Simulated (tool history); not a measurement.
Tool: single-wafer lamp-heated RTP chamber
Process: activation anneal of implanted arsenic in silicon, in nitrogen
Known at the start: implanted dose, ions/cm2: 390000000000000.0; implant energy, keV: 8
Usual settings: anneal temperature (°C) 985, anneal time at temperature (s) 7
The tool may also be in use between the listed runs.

run   hour  anneal temperature (°C)  anneal time at temperature (s)  read-back reference wafer on the same gauge, sheet resistance  sheet resistance of the implanted and annealed layer (ohm/square)
  1      0                      985                               7                                                         286.07                                                             322.27
  2     21                      985                               7                                                            286                                                             324.86
  3   45.1                      985                               7                                                         285.87                                                             324.69
  4   80.5                      985                               7                                                         286.03                                                             322.54
  5    108                      985                               7                                                         285.92                                                             323.19
  6  124.5                      985                               7                                                         286.14                                                             321.41
  7  150.5                      985                               7                                                            286                                                             322.18
  8    174                      974                               9                                                         285.96                                                             322.63
  9    197                      967                              11                                                            286                                                              321.5
 10  236.4                     1003                               7                                                         286.05                                                             319.59
 11  259.5                     1002                               3                                                         286.01                                                             329.25
 12  285.5                     1001                               9                                                            286                                                             316.45
 13  319.3                      985                              10                                                            286                                                             317.65
 14  337.2                      985                               7                                                         285.92                                                              322.6

Not shown: 4 entries that the log had between the listed runs. Between which runs, and how does the tool's hidden state differ before and after?
Between runs 1 and 2: pyrometer window cleaned and pyrometer calibrated (hour 20.5)
  true wafer temperature minus pyrometer reading, K: 12.2 -> 1.24
  measured less the result without the state, sheet resistance of the implanted and annealed layer (ohm/square): -3.29 -> -0.37
Between runs 6 and 7: reflector plate cleaned (hour 150)
  true wafer temperature minus pyrometer reading, K: 10.9 -> 11.8
  measured less the result without the state, sheet resistance of the implanted and annealed layer (ohm/square): -2.97 -> -3.2
Between runs 9 and 10: pyrometer window cleaned and pyrometer calibrated (hour 235.9)
  true wafer temperature minus pyrometer reading, K: 12.8 -> 1.13
  measured less the result without the state, sheet resistance of the implanted and annealed layer (ohm/square): -3.66 -> -0.26
Between runs 10 and 11: gauge calibrated (hour 245)
  true wafer temperature minus pyrometer reading, K: 1.13 -> 4.66
  measured less the result without the state, sheet resistance of the implanted and annealed layer (ohm/square): -0.26 -> -1.08
